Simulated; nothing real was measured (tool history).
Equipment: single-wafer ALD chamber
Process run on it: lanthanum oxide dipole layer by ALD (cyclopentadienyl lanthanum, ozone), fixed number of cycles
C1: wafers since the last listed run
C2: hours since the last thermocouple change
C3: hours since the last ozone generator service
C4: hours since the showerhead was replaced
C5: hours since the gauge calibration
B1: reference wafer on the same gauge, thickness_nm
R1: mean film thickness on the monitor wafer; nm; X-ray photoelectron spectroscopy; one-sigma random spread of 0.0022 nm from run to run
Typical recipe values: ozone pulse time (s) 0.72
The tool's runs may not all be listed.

run 1 hour=0.0 | ozone_pulse_time_(s)=0.62 | C1=0 C2=969.9 C3=1091.6 C4=2170.5 C5=2389.3 | B1=0.433 | R1=0.373
run 2 hour=59.9 | ozone_pulse_time_(s)=0.62 | C1=1335 C2=1029.8 C3=1151.5 C4=2230.4 C5=2449.2 | B1=0.435 | R1=0.370
-- hour=70.3 ozone generator serviced
-- hour=114.4 thermocouple changed; heater temperature recalibrated
run 3 hour=164.3 | ozone_pulse_time_(s)=0.72 | C1=1970 C2=49.9 C3=94.0 C4=2334.8 C5=2553.6 | B1=0.434 | R1=0.422
run 4 hour=231.6 | ozone_pulse_time_(s)=0.72 | C1=1500 C2=117.2 C3=161.3 C4=2402.1 C5=2620.9 | B1=0.433 | R1=0.416
run 5 hour=339.3 | ozone_pulse_time_(s)=0.72 | C1=2400 C2=224.9 C3=269.0 C4=2509.8 C5=2728.6 | B1=0.434 | R1=0.418
-- hour=458.0 gauge calibrated
run 6 hour=515.1 | ozone_pulse_time_(s)=0.72 | C1=3918 C2=400.7 C3=444.8 C4=2685.6 C5=57.1 | B1=0.434 | R1=0.415
run 7 hour=621.0 | ozone_pulse_time_(s)=0.72 | C1=2360 C2=506.6 C3=550.7 C4=2791.5 C5=163.0 | B1=0.434 | R1=0.409
run 8 hour=719.2 | ozone_pulse_time_(s)=0.72 | C1=2189 C2=604.8 C3=648.9 C4=2889.7 C5=261.2 | B1=0.433 | R1=0.410
run 9 hour=1040.7 | ozone_pulse_time_(s)=0.72 | C1=7166 C2=926.3 C3=970.4 C4=3211.2 C5=582.7 | B1=0.435 | R1=0.401
-- hour=1112.9 ozone generator serviced
run 10 hour=1116.1 | ozone_pulse_time_(s)=0.72 | C1=1502 C2=1001.7 C3=3.2 C4=3286.6 C5=658.1 | B1=0.435 | R1=0.427
run 11 hour=1206.5 | ozone_pulse_time_(s)=0.72 | C1=2015 C2=1092.1 C3=93.6 C4=3377.0 C5=748.5 | B1=0.434 | R1=0.426
run 12 hour=1244.1 | ozone_pulse_time_(s)=0.51 | C1=838 C2=1129.7 C3=131.2 C4=3414.6 C5=786.1 | B1=0.434 | R1=0.365
-- hour=1295.6 thermocouple changed; heater temperature recalibrated
run 13 hour=1340.2 | ozone_pulse_time_(s)=0.83 | C1=1963 C2=44.6 C3=227.3 C4=3510.7 C5=882.2 | B1=0.434 | R1=0.439
run 14 hour=1605.6 | ozone_pulse_time_(s)=0.72 | C1=5916 C2=310.0 C3=492.7 C4=3776.1 C5=1147.6 | B1=0.434 | R1=0.417
run 15 hour=1712.1 | ozone_pulse_time_(s)=0.45 | C1=2374 C2=416.5 C3=599.2 C4=3882.6 C5=1254.1 | B1=0.435 | R1=0.333
-- hour=1722.2 showerhead replaced, of another model than before
run 16 hour=1767.9 | ozone_pulse_time_(s)=0.52 | C1=1065 C2=472.3 C3=655.0 C4=45.7 C5=1309.9 | B1=0.434 | R1=0.377
run 17 hour=1861.6 | ozone_pulse_time_(s)=0.59 | C1=2088 C2=566.0 C3=748.7 C4=139.4 C5=1403.6 | B1=0.435 | R1=0.387
run 18 hour=1969.4 | ozone_pulse_time_(s)=0.63 | C1=2403 C2=673.8 C3=856.5 C4=247.2 C5=1511.4 | B1=0.433 | R1=0.397
-- hour=2045.4 ozone generator serviced
run 19 hour=2045.9 | ozone_pulse_time_(s)=0.94 | C1=1527 C2=750.3 C3=0.5 C4=323.7 C5=1587.9 | B1=0.434 | R1=0.459
run 20 hour=2113.8 | ozone_pulse_time_(s)=0.50 | C1=1513 C2=818.2 C3=68.4 C4=391.6 C5=1655.8 | B1=0.433 | R1=0.387
run 21 hour=2154.9 | ozone_pulse_time_(s)=0.87 | C1=916 C2=859.3 C3=109.5 C4=432.7 C5=1696.9 | B1=0.434 | R1=0.446
run 22 hour=2244.0 | ozone_pulse_time_(s)=0.72 | C1=1986 C2=948.4 C3=198.6 C4=521.8 C5=1786.0 | B1=0.434 | R1=0.423
run 23 hour=2282.4 | ozone_pulse_time_(s)=0.89 | C1=856 C2=986.8 C3=237.0 C4=560.2 C5=1824.4 | B1=0.434 | R1=0.443
-- hour=2292.2 thermocouple changed; heater temperature recalibrated
run 24 hour=2358.9 | ozone_pulse_time_(s)=0.84 | C1=1527 C2=66.7 C3=313.5 C4=636.7 C5=1900.9 | B1=0.433 | R1=0.440

Run 25 is up next; what results do you expect?
run 25 hour=2454.7 | ozone_pulse_time_(s)=0.61 | C1=2135 C2=162.5 C3=409.3 C4=732.5 C5=1996.7 | B1=? | R1=?

B1: 0.434
R1: 0.397 nm
Had the tool carried no hidden state, the very same run would have given R1 0.406 nm.
